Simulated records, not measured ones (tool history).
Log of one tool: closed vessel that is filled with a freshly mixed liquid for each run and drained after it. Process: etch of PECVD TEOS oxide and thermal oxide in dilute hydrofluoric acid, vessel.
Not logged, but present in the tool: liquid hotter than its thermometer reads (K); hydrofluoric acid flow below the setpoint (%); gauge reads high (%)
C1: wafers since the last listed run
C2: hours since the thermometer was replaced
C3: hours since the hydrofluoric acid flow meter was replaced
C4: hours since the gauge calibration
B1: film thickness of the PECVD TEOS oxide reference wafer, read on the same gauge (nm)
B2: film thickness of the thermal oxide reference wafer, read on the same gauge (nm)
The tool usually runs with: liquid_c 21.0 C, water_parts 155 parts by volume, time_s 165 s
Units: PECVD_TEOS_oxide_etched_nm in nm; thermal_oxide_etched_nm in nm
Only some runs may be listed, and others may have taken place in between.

{"run": 1, "hour": 0.0, "liquid_c": 21.0, "water_parts": 155, "time_s": 165, "C1": 0, "C2": 331.3, "C3": 859.7, "C4": 192.2, "B1": 130.06, "B2": 89.977, "PECVD_TEOS_oxide_etched_nm": 16.61, "thermal_oxide_etched_nm": 4.122}
{"run": 2, "hour": 12.7, "liquid_c": 21.0, "water_parts": 155, "time_s": 165, "C1": 945, "C2": 344.0, "C3": 872.4, "C4": 204.9, "B1": 129.94, "B2": 89.995, "PECVD_TEOS_oxide_etched_nm": 16.9, "thermal_oxide_etched_nm": 4.111}
{"run": 3, "hour": 23.1, "liquid_c": 21.0, "water_parts": 155, "time_s": 165, "C1": 774, "C2": 354.4, "C3": 882.8, "C4": 215.3, "B1": 130.03, "B2": 89.974, "PECVD_TEOS_oxide_etched_nm": 16.37, "thermal_oxide_etched_nm": 4.125}
{"run": 4, "hour": 32.0, "liquid_c": 21.0, "water_parts": 155, "time_s": 110, "C1": 662, "C2": 363.3, "C3": 891.7, "C4": 224.2, "B1": 129.99, "B2": 90.008, "PECVD_TEOS_oxide_etched_nm": 10.99, "thermal_oxide_etched_nm": 2.755}
{"run": 5, "hour": 44.0, "liquid_c": 21.0, "water_parts": 155, "time_s": 110, "C1": 893, "C2": 375.3, "C3": 903.7, "C4": 236.2, "B1": 129.98, "B2": 90.0, "PECVD_TEOS_oxide_etched_nm": 11.04, "thermal_oxide_etched_nm": 2.738}
{"run": 6, "hour": 59.0, "liquid_c": 21.0, "water_parts": 155, "time_s": 110, "C1": 1116, "C2": 390.3, "C3": 918.7, "C4": 251.2, "B1": 129.99, "B2": 90.008, "PECVD_TEOS_oxide_etched_nm": 11.24, "thermal_oxide_etched_nm": 2.761}
{"hour": 72.2, "done": "hydrofluoric acid flow meter replaced"}
{"hour": 73.5, "done": "gauge calibrated"}
{"run": 7, "hour": 76.4, "liquid_c": 21.0, "water_parts": 110, "time_s": 165, "C1": 1220, "C2": 407.7, "C3": 4.2, "C4": 2.9, "B1": 130.01, "B2": 90.011, "PECVD_TEOS_oxide_etched_nm": 24.99, "thermal_oxide_etched_nm": 6.132}
{"run": 8, "hour": 87.0, "liquid_c": 21.0, "water_parts": 110, "time_s": 165, "C1": 788, "C2": 418.3, "C3": 14.8, "C4": 13.5, "B1": 129.99, "B2": 90.021, "PECVD_TEOS_oxide_etched_nm": 25.0, "thermal_oxide_etched_nm": 6.139}
{"run": 9, "hour": 94.0, "liquid_c": 21.0, "water_parts": 155, "time_s": 165, "C1": 521, "C2": 425.3, "C3": 21.8, "C4": 20.5, "B1": 129.99, "B2": 90.0, "PECVD_TEOS_oxide_etched_nm": 16.65, "thermal_oxide_etched_nm": 4.155}
{"run": 10, "hour": 146.6, "liquid_c": 21.0, "water_parts": 155, "time_s": 105, "C1": 3915, "C2": 477.9, "C3": 74.4, "C4": 73.1, "B1": 129.96, "B2": 89.994, "PECVD_TEOS_oxide_etched_nm": 10.77, "thermal_oxide_etched_nm": 2.673}
{"hour": 159.6, "done": "thermometer replaced"}
{"run": 11, "hour": 163.6, "liquid_c": 18.5, "water_parts": 185, "time_s": 200, "C1": 1190, "C2": 4.0, "C3": 91.4, "C4": 90.1, "B1": 129.99, "B2": 90.008, "PECVD_TEOS_oxide_etched_nm": 15.88, "thermal_oxide_etched_nm": 3.896}
{"run": 12, "hour": 181.3, "liquid_c": 21.0, "water_parts": 100, "time_s": 215, "C1": 1317, "C2": 21.7, "C3": 109.1, "C4": 107.8, "B1": 129.97, "B2": 89.965, "PECVD_TEOS_oxide_etched_nm": 38.03, "thermal_oxide_etched_nm": 9.294}
{"run": 13, "hour": 194.2, "liquid_c": 21.0, "water_parts": 155, "time_s": 165, "C1": 960, "C2": 34.6, "C3": 122.0, "C4": 120.7, "B1": 129.96, "B2": 89.99, "PECVD_TEOS_oxide_etched_nm": 17.48, "thermal_oxide_etched_nm": 4.369}
{"run": 14, "hour": 200.6, "liquid_c": 21.0, "water_parts": 155, "time_s": 115, "C1": 476, "C2": 41.0, "C3": 128.4, "C4": 127.1, "B1": 129.95, "B2": 90.004, "PECVD_TEOS_oxide_etched_nm": 12.34, "thermal_oxide_etched_nm": 3.072}
{"hour": 211.0, "done": "thermometer replaced, repeated, since the last time left the tool worse"}
{"run": 15, "hour": 213.5, "liquid_c": 21.0, "water_parts": 155, "time_s": 165, "C1": 885, "C2": 2.5, "C3": 141.3, "C4": 140.0, "B1": 130.01, "B2": 90.009, "PECVD_TEOS_oxide_etched_nm": 15.52, "thermal_oxide_etched_nm": 3.915}
{"run": 16, "hour": 231.4, "liquid_c": 23.5, "water_parts": 155, "time_s": 130, "C1": 1332, "C2": 20.4, "C3": 159.2, "C4": 157.9, "B1": 130.0, "B2": 89.998, "PECVD_TEOS_oxide_etched_nm": 13.69, "thermal_oxide_etched_nm": 3.415}

Predict each of these 4 candidate next runs independently; none follows another, all start after run 16:
{"run": "A", "hour": 232.1, "liquid_c": 25.5, "water_parts": 155, "time_s": 165, "C1": 52, "C2": 21.1, "C3": 159.9, "C4": 158.6, "B1": "?", "B2": "?", "PECVD_TEOS_oxide_etched_nm": "?", "thermal_oxide_etched_nm": "?"}
{"run": "B", "hour": 232.1, "liquid_c": 21.0, "water_parts": 235, "time_s": 95, "C1": 52, "C2": 21.1, "C3": 159.9, "C4": 158.6, "B1": "?", "B2": "?", "PECVD_TEOS_oxide_etched_nm": "?", "thermal_oxide_etched_nm": "?"}
{"run": "C", "hour": 232.1, "liquid_c": 17.5, "water_parts": 155, "time_s": 165, "C1": 52, "C2": 21.1, "C3": 159.9, "C4": 158.6, "B1": "?", "B2": "?", "PECVD_TEOS_oxide_etched_nm": "?", "thermal_oxide_etched_nm": "?"}
{"run": "D", "hour": 232.1, "liquid_c": 24.0, "water_parts": 195, "time_s": 165, "C1": 52, "C2": 21.1, "C3": 159.9, "C4": 158.6, "B1": "?", "B2": "?", "PECVD_TEOS_oxide_etched_nm": "?", "thermal_oxide_etched_nm": "?"}

run=A B1=130.06 B2=90.002 PECVD_TEOS_oxide_etched_nm=18.75 thermal_oxide_etched_nm=4.667
run=B B1=130.06 B2=90.002 PECVD_TEOS_oxide_etched_nm=5.52 thermal_oxide_etched_nm=1.375
run=C B1=130.06 B2=90.002 PECVD_TEOS_oxide_etched_nm=13.72 thermal_oxide_etched_nm=3.417
run=D B1=130.06 B2=90.002 PECVD_TEOS_oxide_etched_nm=13.47 thermal_oxide_etched_nm=3.353
Without the tool's hidden state the same runs would have given:
run=A PECVD_TEOS_oxide_etched_nm=18.57 thermal_oxide_etched_nm=4.624
run=B PECVD_TEOS_oxide_etched_nm=5.47 thermal_oxide_etched_nm=1.362
run=C PECVD_TEOS_oxide_etched_nm=13.58 thermal_oxide_etched_nm=3.382
run=D PECVD_TEOS_oxide_etched_nm=13.34 thermal_oxide_etched_nm=3.322
